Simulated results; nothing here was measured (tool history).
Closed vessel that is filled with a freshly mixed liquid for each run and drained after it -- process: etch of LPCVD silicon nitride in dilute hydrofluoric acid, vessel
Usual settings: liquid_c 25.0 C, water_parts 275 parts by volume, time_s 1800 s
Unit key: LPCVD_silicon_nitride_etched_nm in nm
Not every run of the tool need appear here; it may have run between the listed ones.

run,hour,liquid_c,water_parts,time_s,wafers since the last listed run,hours since the thermometer was replaced,hours since the hydrofluoric acid flow meter was replaced,hours since the gauge calibration,"read-back film thickness of the LPCVD silicon nitride reference wafer, read on the same gauge (nm)",LPCVD_silicon_nitride_etched_nm
1,0.0,25.0,275,1800,0,1004.3,1945.8,387.0,110.014,3.153
2,34.1,28.5,275,1800,1264,1038.4,1979.9,421.1,109.988,3.917
3,81.6,25.0,275,1010,1761,1085.9,2027.4,468.6,110.005,1.744
4,96.9,25.0,275,1010,567,1101.2,2042.7,483.9,110.003,1.716
5,115.3,25.0,275,1010,682,1119.6,2061.1,502.3,110.013,1.769
6,142.3,25.0,275,1800,1001,1146.6,2088.1,529.3,110.030,3.030
# hour 147.0: thermometer replaced
7,163.7,25.0,275,1800,756,16.7,2109.5,550.7,110.014,3.504
# hour 169.7: gauge calibrated
8,189.0,25.0,275,1800,938,42.0,2134.8,19.3,109.997,3.469
9,216.7,25.0,355,1800,1027,69.7,2162.5,47.0,109.997,2.671
10,243.4,25.0,275,1800,990,96.4,2189.2,73.7,109.965,3.428
11,277.1,25.0,275,1800,1249,130.1,2222.9,107.4,109.972,3.464
# hour 293.8: hydrofluoric acid flow meter replaced
12,298.4,26.5,400,2360,752,151.4,4.6,128.7,109.995,3.356
13,333.1,26.5,360,2205,1287,186.1,39.3,163.4,110.006,3.575
14,353.2,29.5,370,1800,745,206.2,59.4,183.5,110.024,3.310
15,384.7,21.0,275,1800,1168,237.7,90.9,215.0,110.001,2.586
16,403.4,20.5,185,855,693,256.4,109.6,233.7,109.987,1.762
17,420.3,25.0,275,1800,626,273.3,126.5,250.6,110.007,3.319
18,449.6,23.0,155,1800,1086,302.6,155.8,279.9,110.014,5.356

What would each run have given without the hidden state, its run-to-run variation left as it was?
The hidden state here: liquid colder than its thermometer reads (K); hydrofluoric acid flow above the setpoint (%); gauge reads high (%).
run,LPCVD_silicon_nitride_etched_nm
1,3.577
2,4.441
3,1.998
4,1.971
5,2.034
6,3.498
7,3.586
8,3.562
9,2.750
10,3.543
11,3.596
12,3.484
13,3.729
14,3.455
15,2.725
16,1.865
17,3.507
18,5.699

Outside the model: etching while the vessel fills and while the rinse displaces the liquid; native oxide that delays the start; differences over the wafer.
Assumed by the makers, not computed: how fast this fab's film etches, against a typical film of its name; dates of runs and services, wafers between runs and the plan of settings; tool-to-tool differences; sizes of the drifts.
